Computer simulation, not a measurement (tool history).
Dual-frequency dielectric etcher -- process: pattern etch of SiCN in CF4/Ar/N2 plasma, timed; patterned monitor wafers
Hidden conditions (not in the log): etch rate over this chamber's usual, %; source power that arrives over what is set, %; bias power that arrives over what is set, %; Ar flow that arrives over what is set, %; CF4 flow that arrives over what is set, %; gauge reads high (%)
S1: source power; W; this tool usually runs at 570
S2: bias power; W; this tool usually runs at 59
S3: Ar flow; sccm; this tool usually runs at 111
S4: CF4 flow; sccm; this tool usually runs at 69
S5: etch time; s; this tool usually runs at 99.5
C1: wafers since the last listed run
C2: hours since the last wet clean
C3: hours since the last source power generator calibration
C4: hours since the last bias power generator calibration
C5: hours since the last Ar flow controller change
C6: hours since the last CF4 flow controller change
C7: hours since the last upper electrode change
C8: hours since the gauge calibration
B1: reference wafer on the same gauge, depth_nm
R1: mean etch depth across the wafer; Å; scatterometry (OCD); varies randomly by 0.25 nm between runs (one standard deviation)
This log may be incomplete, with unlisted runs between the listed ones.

run 1 hour=0.0 | S1=570 S2=59 S3=111 S4=61 S5=99.5 | C1=0 C2=280.5 C3=881.4 C4=3017.1 C5=3701.5 C6=2741.0 C7=4994.5 C8=1896.8 | B1=110.2 | R1=1017
run 2 hour=94.9 | S1=570 S2=59 S3=111 S4=61 S5=99.5 | C1=723 C2=375.4 C3=976.3 C4=3112.0 C5=3796.4 C6=2835.9 C7=5089.4 C8=1991.7 | B1=110.1 | R1=1018
run 3 hour=134.5 | S1=570 S2=59 S3=111 S4=61 S5=99.5 | C1=301 C2=415.0 C3=1015.9 C4=3151.6 C5=3836.0 C6=2875.5 C7=5129.0 C8=2031.3 | B1=110.2 | R1=1020
-- hour=168.2 gauge calibrated
run 4 hour=237.3 | S1=570 S2=59 S3=100 S4=69 S5=99.5 | C1=783 C2=517.8 C3=1118.7 C4=3254.4 C5=3938.8 C6=2978.3 C7=5231.8 C8=69.1 | B1=110.1 | R1=1046
run 5 hour=278.0 | S1=570 S2=59 S3=100 S4=69 S5=99.5 | C1=310 C2=558.5 C3=1159.4 C4=3295.1 C5=3979.5 C6=3019.0 C7=5272.5 C8=109.8 | B1=109.8 | R1=1046
-- hour=316.3 CF4 flow controller replaced
-- hour=324.8 bias power generator calibrated
-- hour=386.9 wet clean of the chamber
run 6 hour=387.4 | S1=570 S2=59 S3=100 S4=69 S5=99.5 | C1=574 C2=0.5 C3=1268.8 C4=62.6 C5=4088.9 C6=71.1 C7=5381.9 C8=219.2 | B1=110.0 | R1=1047
-- hour=418.0 Ar flow controller replaced
run 7 hour=423.6 | S1=570 S2=67 S3=111 S4=69 S5=70.5 | C1=230 C2=36.7 C3=1305.0 C4=98.8 C5=5.6 C6=107.3 C7=5418.1 C8=255.4 | B1=110.2 | R1=753
run 8 hour=496.5 | S1=570 S2=59 S3=111 S4=82 S5=99.5 | C1=555 C2=109.6 C3=1377.9 C4=171.7 C5=78.5 C6=180.2 C7=5491.0 C8=328.3 | B1=110.0 | R1=1063
-- hour=557.3 upper electrode replaced
run 9 hour=601.4 | S1=570 S2=53 S3=131 S4=69 S5=99.5 | C1=616 C2=214.5 C3=1482.8 C4=276.6 C5=183.4 C6=285.1 C7=44.1 C8=433.2 | B1=110.1 | R1=1001
run 10 hour=689.8 | S1=570 S2=51 S3=89 S4=84 S5=99.5 | C1=673 C2=302.9 C3=1571.2 C4=365.0 C5=271.8 C6=373.5 C7=132.5 C8=521.6 | B1=109.9 | R1=1061
run 11 hour=785.0 | S1=570 S2=59 S3=89 S4=69 S5=99.5 | C1=725 C2=398.1 C3=1666.4 C4=460.2 C5=367.0 C6=468.7 C7=227.7 C8=616.8 | B1=110.1 | R1=1051
run 12 hour=857.5 | S1=500 S2=59 S3=91 S4=69 S5=99.5 | C1=552 C2=470.6 C3=1738.9 C4=532.7 C5=439.5 C6=541.2 C7=300.2 C8=689.3 | B1=109.9 | R1=910
-- hour=862.5 source power generator calibrated
-- hour=922.3 wet clean of the chamber
run 13 hour=922.8 | S1=570 S2=72 S3=136 S4=56 S5=99.5 | C1=284 C2=0.5 C3=60.3 C4=598.0 C5=504.8 C6=606.5 C7=365.5 C8=754.6 | B1=109.9 | R1=1029
run 14 hour=976.4 | S1=570 S2=48 S3=103 S4=69 S5=99.5 | C1=408 C2=54.1 C3=113.9 C4=651.6 C5=558.4 C6=660.1 C7=419.1 C8=808.2 | B1=110.0 | R1=1019
run 15 hour=1167.5 | S1=700 S2=59 S3=93 S4=60 S5=99.5 | C1=1456 C2=245.2 C3=305.0 C4=842.7 C5=749.5 C6=851.2 C7=610.2 C8=999.3 | B1=110.1 | R1=1277
run 16 hour=1219.9 | S1=450 S2=59 S3=111 S4=69 S5=123.5 | C1=399 C2=297.6 C3=357.4 C4=895.1 C5=801.9 C6=903.6 C7=662.6 C8=1051.7 | B1=110.1 | R1=996
run 17 hour=1297.6 | S1=570 S2=59 S3=111 S4=82 S5=99.5 | C1=592 C2=375.3 C3=435.1 C4=972.8 C5=879.6 C6=981.3 C7=740.3 C8=1129.4 | B1=110.0 | R1=1069
run 18 hour=1337.0 | S1=570 S2=59 S3=111 S4=69 S5=99.5 | C1=300 C2=414.7 C3=474.5 C4=1012.2 C5=919.0 C6=1020.7 C7=779.7 C8=1168.8 | B1=110.0 | R1=1041
run 19 hour=1420.7 | S1=570 S2=59 S3=97 S4=75 S5=99.5 | C1=638 C2=498.4 C3=558.2 C4=1095.9 C5=1002.7 C6=1104.4 C7=863.4 C8=1252.5 | B1=110.0 | R1=1063
run 20 hour=1489.8 | S1=570 S2=59 S3=111 S4=57 S5=99.5 | C1=526 C2=567.5 C3=627.3 C4=1165.0 C5=1071.8 C6=1173.5 C7=932.5 C8=1321.6 | B1=110.0 | R1=1010
-- hour=1538.7 wet clean of the chamber
run 21 hour=1546.1 | S1=570 S2=59 S3=111 S4=69 S5=99.5 | C1=246 C2=7.4 C3=683.6 C4=1221.3 C5=1128.1 C6=1229.8 C7=988.8 C8=1377.9 | B1=110.0 | R1=1045

What if the next run were any one of these 4? Each begins from the tool's condition after run 21:
run A hour=1546.5 | S1=570 S2=59 S3=111 S4=69 S5=71.5 | C1=3 C2=7.8 C3=684.0 C4=1221.7 C5=1128.5 C6=1230.2 C7=989.2 C8=1378.3 | B1=? | R1=?
run B hour=1546.5 | S1=500 S2=46 S3=138 S4=69 S5=72.5 | C1=3 C2=7.8 C3=684.0 C4=1221.7 C5=1128.5 C6=1230.2 C7=989.2 C8=1378.3 | B1=? | R1=?
run C hour=1546.5 | S1=570 S2=50 S3=136 S4=65 S5=111.5 | C1=3 C2=7.8 C3=684.0 C4=1221.7 C5=1128.5 C6=1230.2 C7=989.2 C8=1378.3 | B1=? | R1=?
run D hour=1546.5 | S1=570 S2=55 S3=111 S4=63 S5=99.5 | C1=3 C2=7.8 C3=684.0 C4=1221.7 C5=1128.5 C6=1230.2 C7=989.2 C8=1378.3 | B1=? | R1=?

run=A B1=109.9 R1=746
run=B B1=109.9 R1=619
run=C B1=109.9 R1=1101
run=D B1=109.9 R1=1012
Without the tool's hidden state the same runs would have given:
run=A R1=750
run=B R1=622
run=C R1=1107
run=D R1=1017
